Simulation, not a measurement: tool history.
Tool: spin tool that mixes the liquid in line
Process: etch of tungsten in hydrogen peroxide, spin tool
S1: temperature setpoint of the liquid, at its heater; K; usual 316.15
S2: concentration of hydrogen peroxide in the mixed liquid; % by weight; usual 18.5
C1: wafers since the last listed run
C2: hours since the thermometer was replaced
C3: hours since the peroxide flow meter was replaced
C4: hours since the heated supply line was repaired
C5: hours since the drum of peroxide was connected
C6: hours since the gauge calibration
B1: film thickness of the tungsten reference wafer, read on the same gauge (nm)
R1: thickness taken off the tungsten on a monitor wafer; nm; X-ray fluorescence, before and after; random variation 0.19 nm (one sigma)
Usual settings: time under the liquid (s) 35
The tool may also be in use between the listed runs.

run 1 hour=0.0 | S1=316.15 S2=20.0 time_under_the_liquid_(s)=45 | C1=0 C2=942.3 C3=322.4 C4=1409.2 C5=952.6 C6=1325.3 | B1=100.01 | R1=25.41
run 2 hour=59.9 | S1=316.15 S2=18.5 time_under_the_liquid_(s)=35 | C1=690 C2=1002.2 C3=382.3 C4=1469.1 C5=1012.5 C6=1385.2 | B1=100.01 | R1=18.87
run 3 hour=145.8 | S1=316.15 S2=18.5 time_under_the_liquid_(s)=35 | C1=990 C2=1088.1 C3=468.2 C4=1555.0 C5=1098.4 C6=1471.1 | B1=100.01 | R1=18.84
run 4 hour=202.2 | S1=316.15 S2=18.5 time_under_the_liquid_(s)=35 | C1=650 C2=1144.5 C3=524.6 C4=1611.4 C5=1154.8 C6=1527.5 | B1=100.00 | R1=18.43
run 5 hour=288.0 | S1=313.15 S2=18.5 time_under_the_liquid_(s)=35 | C1=989 C2=1230.3 C3=610.4 C4=1697.2 C5=1240.6 C6=1613.3 | B1=99.98 | R1=15.49
-- hour=367.1 peroxide flow meter replaced
run 6 hour=377.9 | S1=316.15 S2=18.5 time_under_the_liquid_(s)=25 | C1=1025 C2=1320.2 C3=10.8 C4=1787.1 C5=1330.5 C6=1703.2 | B1=99.97 | R1=13.36
-- hour=436.4 new drum of peroxide connected
run 7 hour=444.8 | S1=316.15 S2=18.5 time_under_the_liquid_(s)=25 | C1=759 C2=1387.1 C3=77.7 C4=1854.0 C5=8.4 C6=1770.1 | B1=100.03 | R1=13.07
run 8 hour=536.1 | S1=316.15 S2=22.5 time_under_the_liquid_(s)=50 | C1=1052 C2=1478.4 C3=169.0 C4=1945.3 C5=99.7 C6=1861.4 | B1=100.02 | R1=28.65
-- hour=541.7 thermometer replaced
run 9 hour=581.9 | S1=316.15 S2=18.5 time_under_the_liquid_(s)=35 | C1=516 C2=40.2 C3=214.8 C4=1991.1 C5=145.5 C6=1907.2 | B1=100.00 | R1=18.77
run 10 hour=639.6 | S1=316.15 S2=15.0 time_under_the_liquid_(s)=35 | C1=665 C2=97.9 C3=272.5 C4=2048.8 C5=203.2 C6=1964.9 | B1=100.00 | R1=16.54
run 11 hour=731.1 | S1=320.15 S2=22.5 time_under_the_liquid_(s)=35 | C1=1055 C2=189.4 C3=364.0 C4=2140.3 C5=294.7 C6=2056.4 | B1=100.02 | R1=25.98
run 12 hour=837.8 | S1=316.15 S2=21.0 time_under_the_liquid_(s)=45 | C1=1230 C2=296.1 C3=470.7 C4=2247.0 C5=401.4 C6=2163.1 | B1=100.02 | R1=25.16
run 13 hour=881.9 | S1=319.65 S2=14.0 time_under_the_liquid_(s)=35 | C1=508 C2=340.2 C3=514.8 C4=2291.1 C5=445.5 C6=2207.2 | B1=99.98 | R1=19.69
run 14 hour=944.1 | S1=306.65 S2=16.0 time_under_the_liquid_(s)=35 | C1=717 C2=402.4 C3=577.0 C4=2353.3 C5=507.7 C6=2269.4 | B1=100.04 | R1=9.02
run 15 hour=1016.0 | S1=321.65 S2=18.5 time_under_the_liquid_(s)=35 | C1=829 C2=474.3 C3=648.9 C4=2425.2 C5=579.6 C6=2341.3 | B1=99.99 | R1=25.66
-- hour=1102.1 gauge calibrated
run 16 hour=1124.0 | S1=316.15 S2=18.5 time_under_the_liquid_(s)=35 | C1=1245 C2=582.3 C3=756.9 C4=2533.2 C5=687.6 C6=21.9 | B1=100.01 | R1=17.88
-- hour=1171.0 peroxide flow meter replaced
-- hour=1382.7 heated supply line repaired
run 17 hour=1446.9 | S1=308.15 S2=14.0 time_under_the_liquid_(s)=30 | C1=3700 C2=905.2 C3=275.9 C4=64.2 C5=1010.5 C6=344.8 | B1=99.99 | R1=8.57
run 18 hour=1502.8 | S1=316.15 S2=18.5 time_under_the_liquid_(s)=35 | C1=644 C2=961.1 C3=331.8 C4=120.1 C5=1066.4 C6=400.7 | B1=99.96 | R1=19.62
run 19 hour=1596.9 | S1=308.65 S2=23.5 time_under_the_liquid_(s)=25 | C1=1084 C2=1055.2 C3=425.9 C4=214.2 C5=1160.5 C6=494.8 | B1=100.03 | R1=9.68
run 20 hour=1717.5 | S1=316.15 S2=18.5 time_under_the_liquid_(s)=35 | C1=1390 C2=1175.8 C3=546.5 C4=334.8 C5=1281.1 C6=615.4 | B1=99.98 | R1=19.52
-- hour=1752.4 new drum of peroxide connected
run 21 hour=1806.6 | S1=316.15 S2=14.5 time_under_the_liquid_(s)=35 | C1=1015 C2=1264.9 C3=635.6 C4=423.9 C5=54.2 C6=704.5 | B1=100.04 | R1=17.07
run 22 hour=1866.4 | S1=316.15 S2=21.0 time_under_the_liquid_(s)=35 | C1=689 C2=1324.7 C3=695.4 C4=483.7 C5=114.0 C6=764.3 | B1=99.98 | R1=20.45
-- hour=1932.7 peroxide flow meter replaced
run 23 hour=1956.6 | S1=316.15 S2=18.5 time_under_the_liquid_(s)=35 | C1=1028 C2=1414.9 C3=23.9 C4=573.9 C5=204.2 C6=854.5 | B1=100.01 | R1=19.17
run 24 hour=2036.3 | S1=316.15 S2=18.5 time_under_the_liquid_(s)=35 | C1=918 C2=1494.6 C3=103.6 C4=653.6 C5=283.9 C6=934.2 | B1=100.03 | R1=19.10
run 25 hour=2093.7 | S1=316.15 S2=24.0 time_under_the_liquid_(s)=35 | C1=661 C2=1552.0 C3=161.0 C4=711.0 C5=341.3 C6=991.6 | B1=99.99 | R1=22.06

5 ways to go on from here, each from the tool as it stands after run 25. What would each give?
run A hour=2094.1 | S1=321.15 S2=18.5 time_under_the_liquid_(s)=35 | C1=4 C2=1552.4 C3=161.4 C4=711.4 C5=341.7 C6=992.0 | B1=? | R1=?
run B hour=2094.1 | S1=325.65 S2=13.5 time_under_the_liquid_(s)=15 | C1=4 C2=1552.4 C3=161.4 C4=711.4 C5=341.7 C6=992.0 | B1=? | R1=?
run C hour=2094.1 | S1=307.65 S2=18.5 time_under_the_liquid_(s)=30 | C1=4 C2=1552.4 C3=161.4 C4=711.4 C5=341.7 C6=992.0 | B1=? | R1=?
run D hour=2094.1 | S1=316.15 S2=18.5 time_under_the_liquid_(s)=20 | C1=4 C2=1552.4 C3=161.4 C4=711.4 C5=341.7 C6=992.0 | B1=? | R1=?
run E hour=2094.1 | S1=308.15 S2=18.5 time_under_the_liquid_(s)=35 | C1=4 C2=1552.4 C3=161.4 C4=711.4 C5=341.7 C6=992.0 | B1=? | R1=?

run=A B1=100.01 R1=25.87
run=B B1=100.01 R1=12.48
run=C B1=100.01 R1=9.25
run=D B1=100.01 R1=10.79
run=E B1=100.01 R1=11.16
Without the tool's hidden state the same runs would have given:
run=A R1=26.70
run=B R1=12.87
run=C R1=9.57
run=D R1=11.14
run=E R1=11.55
